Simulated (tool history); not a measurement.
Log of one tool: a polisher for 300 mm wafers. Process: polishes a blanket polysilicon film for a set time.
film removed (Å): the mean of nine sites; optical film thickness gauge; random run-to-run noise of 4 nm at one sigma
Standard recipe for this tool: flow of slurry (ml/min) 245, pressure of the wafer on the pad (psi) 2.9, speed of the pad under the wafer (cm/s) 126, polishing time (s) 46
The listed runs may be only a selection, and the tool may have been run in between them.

run    hour  flow of slurry (ml/min)  pressure of the wafer on the pad (psi)  speed of the pad under the wafer (cm/s)  polishing time (s)  incoming thickness of the incoming film, nm  film removed (Å)
  1       0                      245                                     2.9                                       94                  46                                       1554.6              3426
  2      32                      245                                     2.9                                       94                  46                                       1560.4              3444
  3    98.9                      245                                     2.9                                      126                  46                                       1542.1              4636
  4   139.9                      245                                     2.9                                      126                  46                                       1547.5              4609
  5   208.1                      245                                     2.9                                      108                  46                                       1546.4              3919
  6   240.7                      245                                     2.9                                      126                  55                                       1576.4              5455
  7     292                      245                                     2.9                                      126                  55                                       1519.9              5520
  8   322.2                      245                                     2.6                                      104                  46                                       1523.9              3393
  9   383.8                      245                                     2.6                                      104                  46                                       1563.4              3391
      406.9  -- worn pad replaced by a new one
 10   432.5                      245                                     2.6                                      104                  46                                       1528.1              3430
 11   465.5                      245                                     2.9                                      126                  46                                       1538.9              4570
      513.5  -- slurry nozzle cleaned
 12   530.8                      245                                     2.9                                      126                  46                                       1555.4              4443
 13   566.2                      245                                     2.9                                      126                  46                                       1556.8              4384
 14   629.9                      245                                     2.9                                      154                  46                                       1529.7              5356
 15   675.7                      245                                     2.9                                      126                  46                                         1573              4359
 16   700.8                      245                                     2.9                                      126                  46                                       1544.5              4325
 17   769.7                      245                                     2.9                                      154                  46                                       1556.3              5233
 18   812.4                      245                                     2.9                                      126                  46                                       1572.9              4289
      840.9  -- slurry nozzle cleaned, repeated, since the last time left the tool worse
 19   871.7                      305                                     2.9                                      112                  52                                         1575              4803
      896.5  -- worn pad replaced by a new one
 20     898                      245                                     2.9                                       94                  46                                       1569.9              3486
 21   963.3                      245                                     2.9                                      126                  46                                       1543.7              4641
 22   989.3                      245                                     2.9                                       90                  41                                       1553.6              2889
       1014  -- head pressure recalibrated
 23  1057.9                      270                                     2.1                                      126                  52                                       1540.7              3805
 24  1108.4                      245                                     2.9                                      126                  57                                       1554.5              5729
 25  1135.9                      245                                     2.9                                      126                  46                                       1528.5              4535
 26  1187.5                      205                                     2.9                                      126                  51                                       1564.6              4975
 27  1238.7                      325                                     2.9                                       88                  46                                       1534.3              3315
 28  1288.1                      245                                     3.4                                      106                  46                                       1574.7              4504
 29  1313.8                      175                                     3.4                                      126                  52                                       1551.5              5785
     1352.7  -- worn pad replaced by a new one
 30  1353.2                      245                                     2.9                                      126                  46                                       1559.2              4581
 31  1408.8                      290                                     2.9                                      112                  35                                       1561.8              3112
 32  1493.9                      245                                     3.4                                      126                  46                                       1572.3              5348
 33  1561.5                      295                                     2.9                                      108                  46                                       1573.2              3944
 34  1619.1                      245                                     2.9                                      126                  46                                       1522.5              4556
       1701  -- slurry nozzle cleaned
 35  1811.5                      245                                     2.9                                      102                  46                                       1560.8              3748
     1859.2  -- worn pad replaced by a new one
 36  1879.1                      245                                     2.9                                      126                  46                                       1539.1              4641
 37  1946.8                      305                                     2.1                                      154                  60                                       1539.9              5489

4 options for the next run, each taken on its own from the tool as it stands now. Forecast them:
  A  1947.2                      245                                     2.9                                      126                  46                                       1554.7                 ?
  B  1947.2                      245                                     2.2                                      158                  46                                       1554.7                 ?
  C  1947.2                      310                                     2.9                                      164                  46                                       1554.7                 ?
  D  1947.2                      180                                     3.3                                      126                  46                                       1554.7                 ?

run  film removed (Å)
  A              4569
  B              4347
  C              6088
  D              5013
With the hidden condition removed and each run's random variation left untouched, the same runs would have given:
run  film removed (Å)
  A              4651
  B              4425
  C              6178
  D              5128
